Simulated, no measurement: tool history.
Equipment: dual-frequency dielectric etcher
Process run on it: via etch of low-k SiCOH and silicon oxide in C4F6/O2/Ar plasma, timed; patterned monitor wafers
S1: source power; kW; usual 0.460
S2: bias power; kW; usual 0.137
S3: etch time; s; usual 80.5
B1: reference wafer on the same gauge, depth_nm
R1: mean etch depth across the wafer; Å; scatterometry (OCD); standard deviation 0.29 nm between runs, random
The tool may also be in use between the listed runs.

{"run": 1, "day": 0.0, "S1": 0.46, "S2": 0.137, "S3": 80.5, "B1": 214.0, "R1": 1948}
{"run": 2, "day": 1.325, "S1": 0.46, "S2": 0.137, "S3": 80.5, "B1": 214.0, "R1": 1946}
{"run": 3, "day": 2.25, "S1": 0.4, "S2": 0.137, "S3": 80.5, "B1": 214.0, "R1": 1878}
{"day": 2.625, "done": "bias power generator calibrated"}
{"day": 3.925, "done": "upper electrode replaced"}
{"run": 4, "day": 3.946, "S1": 0.4, "S2": 0.137, "S3": 80.5, "B1": 214.0, "R1": 1867}
{"run": 5, "day": 4.471, "S1": 0.5, "S2": 0.137, "S3": 80.5, "B1": 214.0, "R1": 1994}
{"run": 6, "day": 5.704, "S1": 0.5, "S2": 0.137, "S3": 80.5, "B1": 214.0, "R1": 1997}
{"run": 7, "day": 7.071, "S1": 0.46, "S2": 0.137, "S3": 80.5, "B1": 214.0, "R1": 1940}
{"run": 8, "day": 8.175, "S1": 0.46, "S2": 0.137, "S3": 80.5, "B1": 214.1, "R1": 1940}
{"run": 9, "day": 9.425, "S1": 0.46, "S2": 0.137, "S3": 80.5, "B1": 213.9, "R1": 1948}
{"run": 10, "day": 10.421, "S1": 0.53, "S2": 0.17, "S3": 73.0, "B1": 213.9, "R1": 1994}
{"run": 11, "day": 13.858, "S1": 0.38, "S2": 0.109, "S3": 61.0, "B1": 214.0, "R1": 1268}
{"day": 15.204, "done": "gauge calibrated"}
{"day": 15.925, "done": "wet clean of the chamber"}
{"run": 12, "day": 15.946, "S1": 0.53, "S2": 0.112, "S3": 69.5, "B1": 214.0, "R1": 1628}
{"run": 13, "day": 16.162, "S1": 0.36, "S2": 0.148, "S3": 91.0, "B1": 214.0, "R1": 2121}
{"run": 14, "day": 17.029, "S1": 0.46, "S2": 0.125, "S3": 80.5, "B1": 214.0, "R1": 1885}
{"run": 15, "day": 18.054, "S1": 0.46, "S2": 0.137, "S3": 80.5, "B1": 214.0, "R1": 1948}
{"run": 16, "day": 18.85, "S1": 0.41, "S2": 0.148, "S3": 61.5, "B1": 214.0, "R1": 1486}
{"run": 17, "day": 20.008, "S1": 0.46, "S2": 0.152, "S3": 80.5, "B1": 214.0, "R1": 2032}
{"run": 18, "day": 21.121, "S1": 0.38, "S2": 0.137, "S3": 80.5, "B1": 214.0, "R1": 1850}
{"run": 19, "day": 22.004, "S1": 0.54, "S2": 0.171, "S3": 99.5, "B1": 214.0, "R1": 2756}
{"run": 20, "day": 22.812, "S1": 0.46, "S2": 0.137, "S3": 80.5, "B1": 214.0, "R1": 1952}
{"run": 21, "day": 23.492, "S1": 0.46, "S2": 0.137, "S3": 69.0, "B1": 214.0, "R1": 1673}
{"run": 22, "day": 24.733, "S1": 0.46, "S2": 0.114, "S3": 80.5, "B1": 214.0, "R1": 1813}
{"run": 23, "day": 25.717, "S1": 0.46, "S2": 0.137, "S3": 80.5, "B1": 214.0, "R1": 1952}
{"run": 24, "day": 26.588, "S1": 0.43, "S2": 0.114, "S3": 65.5, "B1": 213.9, "R1": 1447}
{"run": 25, "day": 27.421, "S1": 0.52, "S2": 0.137, "S3": 80.5, "B1": 214.0, "R1": 2015}
{"run": 26, "day": 28.438, "S1": 0.46, "S2": 0.137, "S3": 61.0, "B1": 214.0, "R1": 1471}
{"run": 27, "day": 29.621, "S1": 0.46, "S2": 0.137, "S3": 80.5, "B1": 214.0, "R1": 1941}
{"run": 28, "day": 31.025, "S1": 0.46, "S2": 0.17, "S3": 80.5, "B1": 214.1, "R1": 2114}
{"day": 32.125, "done": "wet clean of the chamber"}
{"run": 29, "day": 32.146, "S1": 0.46, "S2": 0.137, "S3": 80.5, "B1": 214.0, "R1": 1949}

Predict each of these 5 candidate next runs independently; none follows another, all start after run 29:
{"run": "A", "day": 32.162, "S1": 0.46, "S2": 0.137, "S3": 80.5, "B1": "?", "R1": "?"}
{"run": "B", "day": 32.162, "S1": 0.35, "S2": 0.122, "S3": 95.5, "B1": "?", "R1": "?"}
{"run": "C", "day": 32.162, "S1": 0.39, "S2": 0.159, "S3": 67.0, "B1": "?", "R1": "?"}
{"run": "D", "day": 32.162, "S1": 0.57, "S2": 0.157, "S3": 103.0, "B1": "?", "R1": "?"}
{"run": "E", "day": 32.162, "S1": 0.42, "S2": 0.137, "S3": 80.5, "B1": "?", "R1": "?"}

run=A B1=213.9 R1=1955
run=B B1=213.9 R1=2050
run=C B1=213.9 R1=1644
run=D B1=213.9 R1=2812
run=E B1=213.9 R1=1903
What these runs would have given with no unlogged condition in the tool:
run=A R1=1955
run=B R1=2050
run=C R1=1645
run=D R1=2813
run=E R1=1904
